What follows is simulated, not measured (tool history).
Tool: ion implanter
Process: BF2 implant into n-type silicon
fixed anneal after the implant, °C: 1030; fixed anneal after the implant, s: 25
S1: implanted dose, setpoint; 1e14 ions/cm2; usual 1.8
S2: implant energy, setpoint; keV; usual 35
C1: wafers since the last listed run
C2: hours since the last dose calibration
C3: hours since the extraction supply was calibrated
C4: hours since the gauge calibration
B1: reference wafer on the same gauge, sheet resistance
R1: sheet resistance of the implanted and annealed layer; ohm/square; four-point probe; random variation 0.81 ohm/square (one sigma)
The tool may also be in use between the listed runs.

run,hour,S1,S2,C1,C2,C3,C4,B1,R1
1,0,1.8,35,0,73,4139.8,556,497.79,541.62
2,103.5,1.8,35,1723,176.5,4243.3,659.5,497.94,541.57
3,294.9,1.8,35,3187,367.9,4434.7,850.9,498.15,542.87
4,358.6,1.61,29,1060,431.6,4498.4,914.6,497.97,609.52
5,435.4,1.61,29,1279,508.4,4575.2,991.4,497.85,609.19
6,527.6,1.61,29,1535,600.6,4667.4,1083.6,498.05,611.09
# hour 564.7: Faraday cup replaced and dose calibrated
7,615.6,1.57,35,1332,50.9,4755.4,1171.6,498.01,605.89
8,700.5,1.8,35,1414,135.8,4840.3,1256.5,498.2,541.38
9,783.3,1.8,35,1379,218.6,4923.1,1339.3,498.03,542.17
10,866.3,1.8,35,1382,301.6,5006.1,1422.3,497.8,542.95
11,951.6,1.93,35,1420,386.9,5091.4,1507.6,498,512.03
# hour 993.9: gauge calibrated
12,1028.5,1.8,35,1280,463.8,5168.3,34.6,498.02,541.62
13,1200.3,1.99,29.5,2861,635.6,5340.1,206.4,498.22,511.01
14,1285.4,1.99,29.5,1417,720.7,5425.2,291.5,498.2,513.47
# hour 1293.6: Faraday cup replaced and dose calibrated
15,1355.7,2.12,31,1037,62.1,5495.5,361.8,497.87,479.27
16,1458.4,1.8,42.5,1710,164.8,5598.2,464.5,497.99,526.84
17,1514.2,2.31,26.5,929,220.6,5654,520.3,498,453.27
18,1591.5,1.8,35,1287,297.9,5731.3,597.6,498.08,541.48
19,1686,1.38,35,1574,392.4,5825.8,692.1,498.04,674.71
# hour 1778.5: extraction supply calibrated
20,1780.5,1.29,35,1440,486.9,2,786.6,497.97,712.92
21,1868.2,2.2,42,1460,574.6,89.7,874.3,498.04,451.6
22,1913.6,2.02,28,756,620,135.1,919.7,497.9,507.03
# hour 1962: Faraday cup replaced and dose calibrated
23,2132.9,1.35,45,3519,170.9,354.4,1139,498.03,665.7
24,2239.6,1.8,35,1777,277.6,461.1,1245.7,497.96,542.22

How the hidden state differs across the entries between the runs, from the last listed run before each to the first after it:
Between runs 6 and 7: Faraday cup replaced and dose calibrated (hour 564.7)
  deviation of the true dose from the Faraday cup's reading, %: -0.801 -> 0.00401
  measured less the result without the state, R1: +4.06 -> -0.02 ohm/square
Between runs 11 and 12: gauge calibrated (hour 993.9)
  deviation of the true dose from the Faraday cup's reading, %: -0.312 -> -0.452
  measured less the result without the state, R1: +1.32 -> +2.02 ohm/square
Between runs 14 and 15: Faraday cup replaced and dose calibrated (hour 1293.6)
  deviation of the true dose from the Faraday cup's reading, %: -1.1 -> 0.128
  measured less the result without the state, R1: +4.74 -> -0.51 ohm/square
Between runs 19 and 20: extraction supply calibrated (hour 1778.5)
  deviation of the true dose from the Faraday cup's reading, %: -0.194 -> -0.372
  measured less the result without the state, R1: +1.07 -> +2.17 ohm/square
Between runs 22 and 23: Faraday cup replaced and dose calibrated (hour 1962)
  deviation of the true dose from the Faraday cup's reading, %: -0.689 -> -0.0575
  measured less the result without the state, R1: +2.92 -> +0.31 ohm/square
